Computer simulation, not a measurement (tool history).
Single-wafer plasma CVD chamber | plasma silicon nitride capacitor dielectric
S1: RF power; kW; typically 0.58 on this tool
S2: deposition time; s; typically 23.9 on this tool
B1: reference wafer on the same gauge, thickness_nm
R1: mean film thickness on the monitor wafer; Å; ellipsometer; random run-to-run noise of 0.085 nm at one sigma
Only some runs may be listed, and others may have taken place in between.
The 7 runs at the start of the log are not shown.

{"run": 8, "hour": 559.4, "S1": 0.58, "S2": 23.9, "B1": 45.352, "R1": 406.8}
{"run": 9, "hour": 644.6, "S1": 0.58, "S2": 23.9, "B1": 45.321, "R1": 409.03}
{"run": 10, "hour": 713.6, "S1": 0.58, "S2": 23.9, "B1": 45.361, "R1": 406.6}
{"run": 11, "hour": 758.8, "S1": 0.58, "S2": 23.9, "B1": 45.338, "R1": 407.01}
{"run": 12, "hour": 818.0, "S1": 0.58, "S2": 23.9, "B1": 45.35, "R1": 408.42}
{"run": 13, "hour": 900.9, "S1": 0.58, "S2": 23.9, "B1": 45.338, "R1": 408.32}
{"run": 14, "hour": 940.7, "S1": 0.58, "S2": 23.9, "B1": 45.362, "R1": 409.15}
{"run": 15, "hour": 994.4, "S1": 0.58, "S2": 23.9, "B1": 45.404, "R1": 408.22}
{"run": 16, "hour": 1060.4, "S1": 0.58, "S2": 23.9, "B1": 45.409, "R1": 407.35}
{"run": 17, "hour": 1354.0, "S1": 0.58, "S2": 26.2, "B1": 45.452, "R1": 447.72}

Run 18 is up next; what results do you expect?
{"run": 18, "hour": 1422.1, "S1": 0.58, "S2": 23.9, "B1": "?", "R1": "?"}

B1: 45.441
R1: 409.45 Å
On a tool with no hidden condition, and with the same random variation, this run would have come out at R1 405.45 Å.

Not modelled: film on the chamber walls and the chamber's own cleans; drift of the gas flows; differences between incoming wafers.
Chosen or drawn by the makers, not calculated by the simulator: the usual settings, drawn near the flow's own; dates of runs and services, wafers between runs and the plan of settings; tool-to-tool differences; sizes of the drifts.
